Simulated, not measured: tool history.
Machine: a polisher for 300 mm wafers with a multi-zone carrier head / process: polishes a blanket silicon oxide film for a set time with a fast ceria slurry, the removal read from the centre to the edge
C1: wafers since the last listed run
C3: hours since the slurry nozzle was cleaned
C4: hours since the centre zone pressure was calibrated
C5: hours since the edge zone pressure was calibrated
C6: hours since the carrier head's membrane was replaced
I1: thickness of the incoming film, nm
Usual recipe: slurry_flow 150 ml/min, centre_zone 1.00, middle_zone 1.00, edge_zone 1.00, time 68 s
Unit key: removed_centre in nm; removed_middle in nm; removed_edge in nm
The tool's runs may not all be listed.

{"run": 1, "day": 0.0, "slurry_flow": 150, "centre_zone": 1.0, "middle_zone": 1.0, "edge_zone": 1.0, "time": 68, "C1": 0, "wafers polished on this pad": 67, "C3": 550.3, "C4": 814.7, "C5": 265.9, "C6": 594.4, "I1": 2872.2, "removed_centre": 826.6, "removed_middle": 814.3, "removed_edge": 856.1}
{"run": 2, "day": 0.825, "slurry_flow": 150, "centre_zone": 1.0, "middle_zone": 1.0, "edge_zone": 1.0, "time": 68, "C1": 236, "wafers polished on this pad": 304, "C3": 570.1, "C4": 834.5, "C5": 285.7, "C6": 614.2, "I1": 2848.6, "removed_centre": 803.7, "removed_middle": 794.4, "removed_edge": 812.6}
{"run": 3, "day": 1.4, "slurry_flow": 150, "centre_zone": 1.0, "middle_zone": 1.0, "edge_zone": 1.0, "time": 68, "C1": 165, "wafers polished on this pad": 470, "C3": 583.9, "C4": 848.3, "C5": 299.5, "C6": 628.0, "I1": 2876.3, "removed_centre": 772.5, "removed_middle": 778.8, "removed_edge": 812.0}
{"run": 4, "day": 1.967, "slurry_flow": 150, "centre_zone": 1.0, "middle_zone": 1.0, "edge_zone": 1.0, "time": 68, "C1": 162, "wafers polished on this pad": 632, "C3": 597.5, "C4": 861.9, "C5": 313.1, "C6": 641.6, "I1": 2892.3, "removed_centre": 750.8, "removed_middle": 759.3, "removed_edge": 778.4}
{"run": 5, "day": 3.038, "slurry_flow": 150, "centre_zone": 1.0, "middle_zone": 1.0, "edge_zone": 1.0, "time": 68, "C1": 307, "wafers polished on this pad": 940, "C3": 623.2, "C4": 887.6, "C5": 338.8, "C6": 667.3, "I1": 2929.5, "removed_centre": 731.0, "removed_middle": 744.4, "removed_edge": 771.5}
{"run": 6, "day": 3.688, "slurry_flow": 150, "centre_zone": 1.0, "middle_zone": 1.0, "edge_zone": 1.0, "time": 68, "C1": 186, "wafers polished on this pad": 1127, "C3": 638.8, "C4": 903.2, "C5": 354.4, "C6": 682.9, "I1": 2876.6, "removed_centre": 731.4, "removed_middle": 728.5, "removed_edge": 754.4}
{"run": 7, "day": 4.842, "slurry_flow": 150, "centre_zone": 1.0, "middle_zone": 1.0, "edge_zone": 1.0, "time": 68, "C1": 331, "wafers polished on this pad": 1458, "C3": 666.5, "C4": 930.9, "C5": 382.1, "C6": 710.6, "I1": 2938.0, "removed_centre": 725.5, "removed_middle": 727.4, "removed_edge": 751.7}
{"day": 5.388, "done": "worn pad replaced by a new one"}
{"day": 6.262, "done": "edge zone pressure recalibrated"}
{"run": 8, "day": 6.3, "slurry_flow": 150, "centre_zone": 1.0, "middle_zone": 1.0, "edge_zone": 1.0, "time": 68, "C1": 347, "wafers polished on this pad": 238, "C3": 701.5, "C4": 965.9, "C5": 0.9, "C6": 745.6, "I1": 2875.6, "removed_centre": 763.4, "removed_middle": 781.9, "removed_edge": 794.5}
{"run": 9, "day": 7.321, "slurry_flow": 150, "centre_zone": 1.0, "middle_zone": 1.0, "edge_zone": 1.0, "time": 68, "C1": 293, "wafers polished on this pad": 531, "C3": 726.0, "C4": 990.4, "C5": 25.4, "C6": 770.1, "I1": 2846.8, "removed_centre": 750.6, "removed_middle": 729.3, "removed_edge": 780.8}
{"run": 10, "day": 8.8, "slurry_flow": 150, "centre_zone": 1.0, "middle_zone": 0.89, "edge_zone": 1.0, "time": 56, "C1": 424, "wafers polished on this pad": 956, "C3": 761.5, "C4": 1025.9, "C5": 60.9, "C6": 805.6, "I1": 2923.6, "removed_centre": 595.3, "removed_middle": 533.5, "removed_edge": 635.7}
{"run": 11, "day": 9.454, "slurry_flow": 150, "centre_zone": 0.92, "middle_zone": 0.95, "edge_zone": 1.0, "time": 68, "C1": 187, "wafers polished on this pad": 1144, "C3": 777.2, "C4": 1041.6, "C5": 76.6, "C6": 821.3, "I1": 2920.3, "removed_centre": 643.0, "removed_middle": 693.0, "removed_edge": 750.8}
{"day": 10.608, "done": "worn pad replaced by a new one"}
{"run": 12, "day": 10.629, "slurry_flow": 150, "centre_zone": 1.0, "middle_zone": 0.89, "edge_zone": 1.0, "time": 56, "C1": 289, "wafers polished on this pad": 5, "C3": 805.4, "C4": 1069.8, "C5": 104.8, "C6": 849.5, "I1": 2889.9, "removed_centre": 653.9, "removed_middle": 594.8, "removed_edge": 692.7}
{"day": 11.179, "done": "centre zone pressure recalibrated"}
{"run": 13, "day": 11.658, "slurry_flow": 195, "centre_zone": 1.0, "middle_zone": 0.93, "edge_zone": 1.0, "time": 68, "C1": 271, "wafers polished on this pad": 277, "C3": 830.1, "C4": 11.5, "C5": 129.5, "C6": 874.2, "I1": 2859.6, "removed_centre": 806.6, "removed_middle": 751.9, "removed_edge": 815.5}
{"day": 12.567, "done": "slurry nozzle cleaned"}
{"run": 14, "day": 13.0, "slurry_flow": 105, "centre_zone": 1.09, "middle_zone": 1.0, "edge_zone": 1.0, "time": 68, "C1": 373, "wafers polished on this pad": 650, "C3": 10.4, "C4": 43.7, "C5": 161.7, "C6": 906.4, "I1": 2907.8, "removed_centre": 793.6, "removed_middle": 752.9, "removed_edge": 785.6}
{"run": 15, "day": 13.879, "slurry_flow": 150, "centre_zone": 0.92, "middle_zone": 0.95, "edge_zone": 1.0, "time": 68, "C1": 252, "wafers polished on this pad": 903, "C3": 31.5, "C4": 64.8, "C5": 182.8, "C6": 927.5, "I1": 2944.0, "removed_centre": 729.4, "removed_middle": 752.9, "removed_edge": 805.3}
{"run": 16, "day": 15.3, "slurry_flow": 150, "centre_zone": 1.0, "middle_zone": 1.09, "edge_zone": 0.93, "time": 88, "C1": 408, "wafers polished on this pad": 1311, "C3": 65.6, "C4": 98.9, "C5": 216.9, "C6": 961.6, "I1": 2957.1, "removed_centre": 1025.6, "removed_middle": 1075.4, "removed_edge": 993.3}
{"day": 15.533, "done": "worn pad replaced by a new one"}
{"day": 16.067, "done": "carrier head's membrane replaced by a new one"}
{"run": 17, "day": 16.4, "slurry_flow": 150, "centre_zone": 1.0, "middle_zone": 1.0, "edge_zone": 1.0, "time": 68, "C1": 208, "wafers polished on this pad": 188, "C3": 92.0, "C4": 125.3, "C5": 243.3, "C6": 8.0, "I1": 2950.9, "removed_centre": 862.0, "removed_middle": 840.4, "removed_edge": 844.9}
{"run": 18, "day": 17.154, "slurry_flow": 150, "centre_zone": 1.08, "middle_zone": 1.0, "edge_zone": 0.95, "time": 68, "C1": 216, "wafers polished on this pad": 405, "C3": 110.1, "C4": 143.4, "C5": 261.4, "C6": 26.1, "I1": 2855.0, "removed_centre": 896.5, "removed_middle": 803.6, "removed_edge": 783.0}
{"run": 19, "day": 18.412, "slurry_flow": 150, "centre_zone": 1.0, "middle_zone": 1.04, "edge_zone": 1.0, "time": 68, "C1": 361, "wafers polished on this pad": 766, "C3": 140.3, "C4": 173.6, "C5": 291.6, "C6": 56.3, "I1": 2887.3, "removed_centre": 793.9, "removed_middle": 808.2, "removed_edge": 772.6}
{"run": 20, "day": 19.621, "slurry_flow": 150, "centre_zone": 1.11, "middle_zone": 1.0, "edge_zone": 0.9, "time": 68, "C1": 347, "wafers polished on this pad": 1113, "C3": 169.3, "C4": 202.6, "C5": 320.6, "C6": 85.3, "I1": 2876.5, "removed_centre": 857.7, "removed_middle": 773.4, "removed_edge": 755.9}
{"day": 20.267, "done": "worn pad replaced by a new one"}
{"run": 21, "day": 20.321, "slurry_flow": 150, "centre_zone": 1.0, "middle_zone": 1.0, "edge_zone": 1.0, "time": 68, "C1": 153, "wafers polished on this pad": 16, "C3": 186.1, "C4": 219.4, "C5": 337.4, "C6": 102.1, "I1": 2884.0, "removed_centre": 880.9, "removed_middle": 883.1, "removed_edge": 860.4}
{"run": 22, "day": 21.812, "slurry_flow": 150, "centre_zone": 1.0, "middle_zone": 1.0, "edge_zone": 1.0, "time": 68, "C1": 428, "wafers polished on this pad": 444, "C3": 221.9, "C4": 255.2, "C5": 373.2, "C6": 137.9, "I1": 2911.4, "removed_centre": 814.5, "removed_middle": 812.4, "removed_edge": 823.1}
{"run": 23, "day": 22.462, "slurry_flow": 150, "centre_zone": 1.0, "middle_zone": 1.09, "edge_zone": 0.93, "time": 88, "C1": 186, "wafers polished on this pad": 631, "C3": 237.5, "C4": 270.8, "C5": 388.8, "C6": 153.5, "I1": 2873.1, "removed_centre": 1031.2, "removed_middle": 1101.7, "removed_edge": 1005.6}

Branching from run 23: 3 alternative next runs. What would each branch give?
{"run": "A", "day": 22.479, "slurry_flow": 150, "centre_zone": 1.0, "middle_zone": 1.0, "edge_zone": 1.0, "time": 68, "C1": 4, "wafers polished on this pad": 635, "C3": 237.9, "C4": 271.2, "C5": 389.2, "C6": 153.9, "I1": 2904.0, "removed_centre": "?", "removed_middle": "?", "removed_edge": "?"}
{"run": "B", "day": 22.479, "slurry_flow": 150, "centre_zone": 1.0, "middle_zone": 1.07, "edge_zone": 1.0, "time": 90, "C1": 4, "wafers polished on this pad": 635, "C3": 237.9, "C4": 271.2, "C5": 389.2, "C6": 153.9, "I1": 2904.0, "removed_centre": "?", "removed_middle": "?", "removed_edge": "?"}
{"run": "C", "day": 22.479, "slurry_flow": 150, "centre_zone": 1.0, "middle_zone": 1.03, "edge_zone": 1.0, "time": 57, "C1": 4, "wafers polished on this pad": 635, "C3": 237.9, "C4": 271.2, "C5": 389.2, "C6": 153.9, "I1": 2904.0, "removed_centre": "?", "removed_middle": "?", "removed_edge": "?"}

run=A removed_centre=793.9 removed_middle=790.3 removed_edge=797.1
run=B removed_centre=1051.3 removed_middle=1107.7 removed_edge=1054.1
run=C removed_centre=665.6 removed_middle=679.2 removed_edge=667.9
Without the tool's unlogged condition, the same runs would have read:
run=A removed_centre=903.0 removed_middle=895.7 removed_edge=896.8
run=B removed_centre=1195.7 removed_middle=1255.5 removed_edge=1185.8
run=C removed_centre=757.1 removed_middle=769.8 removed_edge=751.4
